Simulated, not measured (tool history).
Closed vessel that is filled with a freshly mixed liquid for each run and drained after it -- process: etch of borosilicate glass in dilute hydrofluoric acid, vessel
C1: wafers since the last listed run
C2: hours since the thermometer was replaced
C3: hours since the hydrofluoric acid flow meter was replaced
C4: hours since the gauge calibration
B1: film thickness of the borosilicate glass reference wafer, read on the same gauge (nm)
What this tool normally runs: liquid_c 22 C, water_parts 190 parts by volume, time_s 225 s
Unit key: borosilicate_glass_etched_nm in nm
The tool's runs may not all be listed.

run 1 hour=0 | liquid_c=22 water_parts=190 time_s=225 | C1=0 C2=1688.2 C3=936.3 C4=206.6 | B1=49.99 | borosilicate_glass_etched_nm=32.42
run 2 hour=8.4 | liquid_c=22 water_parts=190 time_s=225 | C1=737 C2=1696.6 C3=944.7 C4=215 | B1=49.98 | borosilicate_glass_etched_nm=32.34
run 3 hour=15.1 | liquid_c=24 water_parts=190 time_s=225 | C1=588 C2=1703.3 C3=951.4 C4=221.7 | B1=49.98 | borosilicate_glass_etched_nm=35.08
run 4 hour=28.4 | liquid_c=24 water_parts=190 time_s=225 | C1=1168 C2=1716.6 C3=964.7 C4=235 | B1=50.01 | borosilicate_glass_etched_nm=34.89
run 5 hour=41.8 | liquid_c=24 water_parts=190 time_s=225 | C1=1177 C2=1730 C3=978.1 C4=248.4 | B1=50 | borosilicate_glass_etched_nm=34.78
run 6 hour=54.2 | liquid_c=22 water_parts=210 time_s=225 | C1=1089 C2=1742.4 C3=990.5 C4=260.8 | B1=50.02 | borosilicate_glass_etched_nm=28.91
run 7 hour=62.4 | liquid_c=22 water_parts=210 time_s=225 | C1=720 C2=1750.6 C3=998.7 C4=269 | B1=50.02 | borosilicate_glass_etched_nm=29
run 8 hour=73.8 | liquid_c=22 water_parts=210 time_s=225 | C1=1001 C2=1762 C3=1010.1 C4=280.4 | B1=50 | borosilicate_glass_etched_nm=28.88
-- hour=84 hydrofluoric acid flow meter replaced
run 9 hour=84.5 | liquid_c=22 water_parts=190 time_s=225 | C1=852 C2=1772.7 C3=0.5 C4=291.1 | B1=49.99 | borosilicate_glass_etched_nm=30.01
run 10 hour=99.3 | liquid_c=22 water_parts=190 time_s=225 | C1=1300 C2=1787.5 C3=15.3 C4=305.9 | B1=49.99 | borosilicate_glass_etched_nm=30.13
run 11 hour=106.6 | liquid_c=22 water_parts=190 time_s=225 | C1=641 C2=1794.8 C3=22.6 C4=313.2 | B1=50.01 | borosilicate_glass_etched_nm=30.26
run 12 hour=120 | liquid_c=22 water_parts=190 time_s=225 | C1=1177 C2=1808.2 C3=36 C4=326.6 | B1=50 | borosilicate_glass_etched_nm=29.99
-- hour=123.6 gauge calibrated
run 13 hour=131.2 | liquid_c=17 water_parts=150 time_s=140 | C1=983 C2=1819.4 C3=47.2 C4=7.6 | B1=50.02 | borosilicate_glass_etched_nm=20.42
run 14 hour=144.3 | liquid_c=22 water_parts=105 time_s=225 | C1=1150 C2=1832.5 C3=60.3 C4=20.7 | B1=50 | borosilicate_glass_etched_nm=59.92
run 15 hour=154.4 | liquid_c=23.5 water_parts=190 time_s=225 | C1=887 C2=1842.6 C3=70.4 C4=30.8 | B1=49.99 | borosilicate_glass_etched_nm=32.04
run 16 hour=160.4 | liquid_c=27 water_parts=140 time_s=275 | C1=527 C2=1848.6 C3=76.4 C4=36.8 | B1=49.98 | borosilicate_glass_etched_nm=63.91
run 17 hour=174.3 | liquid_c=22 water_parts=245 time_s=225 | C1=1221 C2=1862.5 C3=90.3 C4=50.7 | B1=49.99 | borosilicate_glass_etched_nm=22.11
run 18 hour=187.5 | liquid_c=22 water_parts=190 time_s=225 | C1=1159 C2=1875.7 C3=103.5 C4=63.9 | B1=49.99 | borosilicate_glass_etched_nm=30.21
run 19 hour=196 | liquid_c=22 water_parts=190 time_s=225 | C1=746 C2=1884.2 C3=112 C4=72.4 | B1=50.01 | borosilicate_glass_etched_nm=30.46
run 20 hour=208.1 | liquid_c=22 water_parts=190 time_s=350 | C1=1062 C2=1896.3 C3=124.1 C4=84.5 | B1=50 | borosilicate_glass_etched_nm=47.09
run 21 hour=222.7 | liquid_c=22 water_parts=245 time_s=225 | C1=1282 C2=1910.9 C3=138.7 C4=99.1 | B1=49.99 | borosilicate_glass_etched_nm=22.32
run 22 hour=232.6 | liquid_c=19.5 water_parts=215 time_s=225 | C1=869 C2=1920.8 C3=148.6 C4=109 | B1=50 | borosilicate_glass_etched_nm=23.71
run 23 hour=249.3 | liquid_c=19 water_parts=125 time_s=140 | C1=1467 C2=1937.5 C3=165.3 C4=125.7 | B1=49.99 | borosilicate_glass_etched_nm=27.48
-- hour=261.2 thermometer replaced
run 24 hour=265 | liquid_c=23.5 water_parts=280 time_s=270 | C1=1291 C2=3.8 C3=181 C4=141.4 | B1=49.99 | borosilicate_glass_etched_nm=23.92
run 25 hour=277.6 | liquid_c=22 water_parts=190 time_s=225 | C1=1106 C2=16.4 C3=193.6 C4=154 | B1=50.01 | borosilicate_glass_etched_nm=30.51
run 26 hour=287.9 | liquid_c=22 water_parts=105 time_s=345 | C1=904 C2=26.7 C3=203.9 C4=164.3 | B1=50 | borosilicate_glass_etched_nm=92.81
run 27 hour=294.6 | liquid_c=19 water_parts=275 time_s=225 | C1=588 C2=33.4 C3=210.6 C4=171 | B1=50.01 | borosilicate_glass_etched_nm=17.46
run 28 hour=309.4 | liquid_c=22 water_parts=190 time_s=225 | C1=1300 C2=48.2 C3=225.4 C4=185.8 | B1=50.03 | borosilicate_glass_etched_nm=30.52
run 29 hour=320.5 | liquid_c=22 water_parts=190 time_s=225 | C1=975 C2=59.3 C3=236.5 C4=196.9 | B1=49.97 | borosilicate_glass_etched_nm=30.74
run 30 hour=327.5 | liquid_c=22 water_parts=190 time_s=225 | C1=614 C2=66.3 C3=243.5 C4=203.9 | B1=49.99 | borosilicate_glass_etched_nm=30.75
run 31 hour=342.8 | liquid_c=20 water_parts=165 time_s=190 | C1=1344 C2=81.6 C3=258.8 C4=219.2 | B1=50.01 | borosilicate_glass_etched_nm=28.43
run 32 hour=358 | liquid_c=22 water_parts=140 time_s=305 | C1=1335 C2=96.8 C3=274 C4=234.4 | B1=50 | borosilicate_glass_etched_nm=59.42

Measured less the same run without the tool's hidden state. The same run-to-run variation is in both; the gauge's scatter may not be:
The tool's hidden condition here consists of: liquid hotter than its thermometer reads (K); hydrofluoric acid flow above the setpoint (%); gauge reads high (%).
run=1 borosilicate_glass_etched_nm=+2.68
run=2 borosilicate_glass_etched_nm=+2.68
run=3 borosilicate_glass_etched_nm=+2.95
run=4 borosilicate_glass_etched_nm=+2.98
run=5 borosilicate_glass_etched_nm=+3
run=6 borosilicate_glass_etched_nm=+2.53
run=7 borosilicate_glass_etched_nm=+2.56
run=8 borosilicate_glass_etched_nm=+2.57
run=9 borosilicate_glass_etched_nm=+0.34
run=10 borosilicate_glass_etched_nm=+0.38
run=11 borosilicate_glass_etched_nm=+0.4
run=12 borosilicate_glass_etched_nm=+0.42
run=13 borosilicate_glass_etched_nm=+0.3
run=14 borosilicate_glass_etched_nm=+0.92
run=15 borosilicate_glass_etched_nm=+0.56
run=16 borosilicate_glass_etched_nm=+1.11
run=17 borosilicate_glass_etched_nm=+0.44
run=18 borosilicate_glass_etched_nm=+0.6
run=19 borosilicate_glass_etched_nm=+0.63
run=20 borosilicate_glass_etched_nm=+1.03
run=21 borosilicate_glass_etched_nm=+0.54
run=22 borosilicate_glass_etched_nm=+0.57
run=23 borosilicate_glass_etched_nm=+0.66
run=24 borosilicate_glass_etched_nm=+0.67
run=25 borosilicate_glass_etched_nm=+0.84
run=26 borosilicate_glass_etched_nm=+2.49
run=27 borosilicate_glass_etched_nm=+0.53
run=28 borosilicate_glass_etched_nm=+0.93
run=29 borosilicate_glass_etched_nm=+0.97
run=30 borosilicate_glass_etched_nm=+0.99
run=31 borosilicate_glass_etched_nm=+0.93
run=32 borosilicate_glass_etched_nm=+1.98
